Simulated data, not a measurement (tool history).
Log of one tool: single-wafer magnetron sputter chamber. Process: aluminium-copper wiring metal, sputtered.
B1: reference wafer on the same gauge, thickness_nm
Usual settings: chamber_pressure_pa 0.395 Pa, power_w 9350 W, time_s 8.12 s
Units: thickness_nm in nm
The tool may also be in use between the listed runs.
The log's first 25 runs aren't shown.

Run 26, hour 371.3: usual settings; B1 145.806. Result: thickness_nm 135.702 nm.
Run 27, hour 384.4: usual settings but power_w 7500 W, time_s 6.84 s; B1 146.162. Result: thickness_nm 95.417 nm.
Run 28, hour 400.4: usual settings but power_w 10800 W; B1 145.861. Result: thickness_nm 151.624 nm.
Run 29, hour 410.8: usual settings; B1 146.034. Result: thickness_nm 135.471 nm.
Run 30, hour 426.0: usual settings; B1 146.009. Result: thickness_nm 133.862 nm.
Run 31, hour 437.4: usual settings but chamber_pressure_pa 0.505 Pa, time_s 9.68 s; B1 145.995. Result: thickness_nm 152.113 nm.
Run 32, hour 453.7: usual settings but chamber_pressure_pa 0.332 Pa, power_w 7100 W, time_s 8.58 s; B1 146.040. Result: thickness_nm 117.962 nm.
Run 33, hour 470.9: usual settings but chamber_pressure_pa 0.462 Pa, power_w 10050 W, time_s 6.67 s; B1 145.912. Result: thickness_nm 112.750 nm.
Run 34, hour 484.2: usual settings; B1 145.989. Result: thickness_nm 133.292 nm.

Forecast each of these 5 alternatives for the next run:
Run A, hour 484.6: usual settings; B1 ?. Result: thickness_nm ?.
Run B, hour 484.6: usual settings but chamber_pressure_pa 0.512 Pa, power_w 7200 W, time_s 9.04 s; B1 ?. Result: thickness_nm ?.
Run C, hour 484.6: usual settings but chamber_pressure_pa 0.251 Pa, power_w 7250 W, time_s 7.48 s; B1 ?. Result: thickness_nm ?.
Run D, hour 484.6: usual settings but chamber_pressure_pa 0.278 Pa, power_w 10650 W, time_s 6.64 s; B1 ?. Result: thickness_nm ?.
Run E, hour 484.6: usual settings but chamber_pressure_pa 0.546 Pa, time_s 9.17 s; B1 ?. Result: thickness_nm ?.

run       B1  thickness_nm
  A  146.125       134.653
  B  146.125       115.028
  C  146.125       108.783
  D  146.125       129.941
  E  146.125       141.367
Without the tool's hidden state the same runs would have given:
run  thickness_nm
  A       141.086
  B       120.523
  C       113.980
  D       136.148
  E       148.121
